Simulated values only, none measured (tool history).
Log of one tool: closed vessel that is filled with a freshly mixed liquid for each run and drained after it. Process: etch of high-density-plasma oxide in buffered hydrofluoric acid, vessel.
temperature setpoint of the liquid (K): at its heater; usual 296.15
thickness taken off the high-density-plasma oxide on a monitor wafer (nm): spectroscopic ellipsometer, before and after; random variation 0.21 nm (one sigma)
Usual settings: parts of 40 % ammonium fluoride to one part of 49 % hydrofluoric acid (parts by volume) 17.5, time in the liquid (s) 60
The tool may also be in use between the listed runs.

run	hour	temperature setpoint of the liquid (K)	parts of 40 % ammonium fluoride to one part of 49 % hydrofluoric acid (parts by volume)	time in the liquid (s)	read-back film thickness of the high-density-plasma oxide reference wafer, read on the same gauge (nm)	thickness taken off the high-density-plasma oxide on a monitor wafer (nm)
1	0	296.15	17.5	60	70.01	51.03
2	29	296.15	20	60	70.02	44.34
# hour 35.1: thermometer replaced
3	55.2	296.15	20	60	69.99	42.97
# hour 78: gauge calibrated
4	85.4	296.15	20	60	69.98	42.71
5	107.8	296.15	17.5	60	69.98	49.1
6	189.9	296.15	17.5	75	70	61.19
# hour 200.6: hydrofluoric acid flow meter replaced
7	220.8	296.15	17.5	60	69.97	48.8
8	235.5	296.15	17.5	60	70.01	48.72
9	248.4	296.15	20.5	70	70.01	49.51
10	277.6	296.15	17.5	45	70	36.81
11	301.8	293.65	19.5	90	69.98	57.56
12	335.8	299.15	13	60	70.01	77.91
13	374	296.15	17.5	60	70.01	48.88
14	387.2	300.65	21	40	69.99	35.46
15	411.1	300.65	17.5	30	70	31.68
16	446.5	296.15	17.5	60	70.02	49.08
17	473.7	294.15	17.5	75	70.01	54.62
18	534.1	298.15	19.5	85	69.99	70
19	552	300.65	21	30	69.98	26.5
20	567.8	296.15	17.5	60	70.01	49.47
21	584.4	296.15	24.5	30	70	18.81
22	615.1	296.15	17.5	60	70.02	49.23
23	643.4	296.15	17.5	35	70.01	28.62
24	671.6	296.15	17.5	60	70	49.47
25	706.9	296.15	15	35	70.02	33.78
26	731.3	298.15	19.5	85	70.01	69.87
27	760.7	296.15	17.5	80	70	65.76
28	777.6	298.15	17.5	60	69.99	55.48
29	813.1	296.15	13	60	69.99	66.39
30	831.3	296.15	19.5	60	70	44.76
31	848.9	296.15	17.5	60	70.01	49.17
32	869.2	298.65	17.5	60	69.99	57.01

Forecast each of these 3 alternatives for the next run:
A	869.9	296.15	17.5	60	?	?
B	869.9	296.15	22	60	?	?
C	869.9	293.15	17.5	30	?	?

run	read-back film thickness of the high-density-plasma oxide reference wafer, read on the same gauge (nm)	thickness taken off the high-density-plasma oxide on a monitor wafer (nm)
A	70.03	49.44
B	70.03	40.58
C	70.03	20.93
Without the tool's hidden state the same runs would have given:
run	thickness taken off the high-density-plasma oxide on a monitor wafer (nm)
A	48.65
B	39.94
C	20.59
